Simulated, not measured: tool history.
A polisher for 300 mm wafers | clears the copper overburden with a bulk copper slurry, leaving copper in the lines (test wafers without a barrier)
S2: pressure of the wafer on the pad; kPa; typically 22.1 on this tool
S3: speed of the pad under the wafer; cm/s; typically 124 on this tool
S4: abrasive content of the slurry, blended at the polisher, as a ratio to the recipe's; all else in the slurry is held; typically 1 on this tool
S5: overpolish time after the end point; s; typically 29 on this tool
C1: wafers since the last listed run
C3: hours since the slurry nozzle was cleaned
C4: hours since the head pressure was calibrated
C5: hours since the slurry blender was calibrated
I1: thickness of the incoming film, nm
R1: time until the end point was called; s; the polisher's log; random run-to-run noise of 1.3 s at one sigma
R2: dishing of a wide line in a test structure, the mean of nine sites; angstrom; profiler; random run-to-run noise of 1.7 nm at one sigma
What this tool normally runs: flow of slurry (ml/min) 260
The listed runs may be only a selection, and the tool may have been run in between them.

Run 1, hour 0: usual settings; C1 0; wafers polished on this pad 239; C3 330; C4 273.4; C5 253; I1 1112.4. Result: R1 94.8 s, R2 749 angstrom.
Run 2, hour 26.4: usual settings; C1 202; wafers polished on this pad 442; C3 356.4; C4 299.8; C5 279.4; I1 1107.4. Result: R1 95.5 s, R2 723 angstrom.
Run 3, hour 50.2: usual settings; C1 182; wafers polished on this pad 625; C3 380.2; C4 323.6; C5 303.2; I1 1093.9. Result: R1 93.2 s, R2 720 angstrom.
Run 4, hour 82.8: usual settings but S5 42 s; C1 250; wafers polished on this pad 875; C3 412.8; C4 356.2; C5 335.8; I1 1101.9. Result: R1 93.2 s, R2 745 angstrom.
Run 5, hour 109.1: usual settings but S3 112 cm/s; C1 201; wafers polished on this pad 1076; C3 439.1; C4 382.5; C5 362.1; I1 1094.7. Result: R1 106.3 s, R2 723 angstrom.
Run 6, hour 141.3: usual settings but S3 112 cm/s; C1 247; wafers polished on this pad 1323; C3 471.3; C4 414.7; C5 394.3; I1 1092.4. Result: R1 106.5 s, R2 738 angstrom.
At hour 151.5: slurry blender recalibrated.
At hour 156.5: worn pad replaced by a new one.
Run 7, hour 175.1: usual settings but S4 1.15; C1 213; wafers polished on this pad 142; C3 505.1; C4 448.5; C5 23.6; I1 1090.9. Result: R1 94.1 s, R2 723 angstrom.
Run 8, hour 204.5: usual settings but S4 1.15; C1 225; wafers polished on this pad 368; C3 534.5; C4 477.9; C5 53; I1 1105.3. Result: R1 93.8 s, R2 729 angstrom.
At hour 228.4: head pressure recalibrated.
Run 9, hour 234: usual settings; C1 210; wafers polished on this pad 578; C3 564; C4 5.6; C5 82.5; I1 1086.5. Result: R1 99.1 s, R2 755 angstrom.
Run 10, hour 248.5: usual settings but S2 26.2 kPa; C1 111; wafers polished on this pad 690; C3 578.5; C4 20.1; C5 97; I1 1094.1. Result: R1 82.1 s, R2 799 angstrom.
Run 11, hour 287.7: usual settings but S2 26.2 kPa; C1 300; wafers polished on this pad 990; C3 617.7; C4 59.3; C5 136.2; I1 1117.5. Result: R1 86.2 s, R2 787 angstrom.
Run 12, hour 301.4: usual settings but S2 26.2 kPa; C1 105; wafers polished on this pad 1096; C3 631.4; C4 73; C5 149.9; I1 1100.6. Result: R1 83.3 s, R2 787 angstrom.
Run 13, hour 317: usual settings; C1 119; wafers polished on this pad 1215; C3 647; C4 88.6; C5 165.5; I1 1121.1. Result: R1 105.4 s, R2 732 angstrom.
At hour 331: slurry nozzle cleaned.
At hour 343.9: worn pad replaced by a new one.
Run 14, hour 346.3: usual settings but flow of slurry (ml/min) 285, S4 1.3; C1 186; wafers polished on this pad 18; C3 15.3; C4 117.9; C5 194.8; I1 1081.1. Result: R1 81 s, R2 765 angstrom.
Run 15, hour 376.7: usual settings but S2 17.9 kPa, S3 156 cm/s, S4 0.9, S5 12 s; C1 233; wafers polished on this pad 251; C3 45.7; C4 148.3; C5 225.2; I1 1097. Result: R1 90.8 s, R2 553 angstrom.
Run 16, hour 467.7: usual settings but S2 28.3 kPa; C1 698; wafers polished on this pad 949; C3 136.7; C4 239.3; C5 316.2; I1 1113.4. Result: R1 72.1 s, R2 813 angstrom.
Run 17, hour 492.8: usual settings; C1 192; wafers polished on this pad 1142; C3 161.8; C4 264.4; C5 341.3; I1 1094. Result: R1 91.9 s, R2 729 angstrom.
Run 18, hour 506.3: usual settings; C1 103; wafers polished on this pad 1246; C3 175.3; C4 277.9; C5 354.8; I1 1098.4. Result: R1 90.5 s, R2 761 angstrom.
At hour 529.4: worn pad replaced by a new one.
Run 19, hour 535.3: usual settings but S3 98 cm/s, S5 14 s; C1 191; wafers polished on this pad 45; C3 204.3; C4 306.9; C5 383.8; I1 1108. Result: R1 110.1 s, R2 561 angstrom.
At hour 556.3: slurry blender recalibrated.
Run 20, hour 570.5: usual settings but S3 112 cm/s; C1 254; wafers polished on this pad 300; C3 239.5; C4 342.1; C5 14.2; I1 1090.8. Result: R1 95 s, R2 734 angstrom.
Run 21, hour 590.1: usual settings but flow of slurry (ml/min) 335, S2 26.2 kPa, S4 0.8; C1 150; wafers polished on this pad 450; C3 259.1; C4 361.7; C5 33.8; I1 1103.8. Result: R1 79.4 s, R2 802 angstrom.
Run 22, hour 614.8: usual settings but flow of slurry (ml/min) 230; C1 189; wafers polished on this pad 640; C3 283.8; C4 386.4; C5 58.5; I1 1085.9. Result: R1 91.3 s, R2 754 angstrom.
Run 23, hour 631: usual settings; C1 124; wafers polished on this pad 764; C3 300; C4 402.6; C5 74.7; I1 1102.2. Result: R1 91.8 s, R2 773 angstrom.
Run 24, hour 656.6: usual settings but flow of slurry (ml/min) 325; C1 196; wafers polished on this pad 960; C3 325.6; C4 428.2; C5 100.3; I1 1116.2. Result: R1 92.9 s, R2 736 angstrom.
Run 25, hour 672.1: usual settings; C1 118; wafers polished on this pad 1079; C3 341.1; C4 443.7; C5 115.8; I1 1102.5. Result: R1 92.2 s, R2 721 angstrom.
Run 26, hour 691.9: usual settings but S3 110 cm/s, S4 1.1, S5 37 s; C1 151; wafers polished on this pad 1231; C3 360.9; C4 463.5; C5 135.6; I1 1100.1. Result: R1 101.7 s, R2 755 angstrom.

What does the tool deliver on the next run?
At hour 704: worn pad replaced by a new one.
Run 27, hour 710.5: usual settings but S3 90 cm/s, S4 0.7, S5 34 s; C1 112; wafers polished on this pad 49; C3 379.5; C4 482.1; C5 154.2; I1 1089.6. Result: R1 ?, R2 ?.

{"run 27": {"R1": 126.8, "R2": 738}}
The same run, on a tool lacking any hidden state, would have yielded R1 122.2 s, R2 743 angstrom.
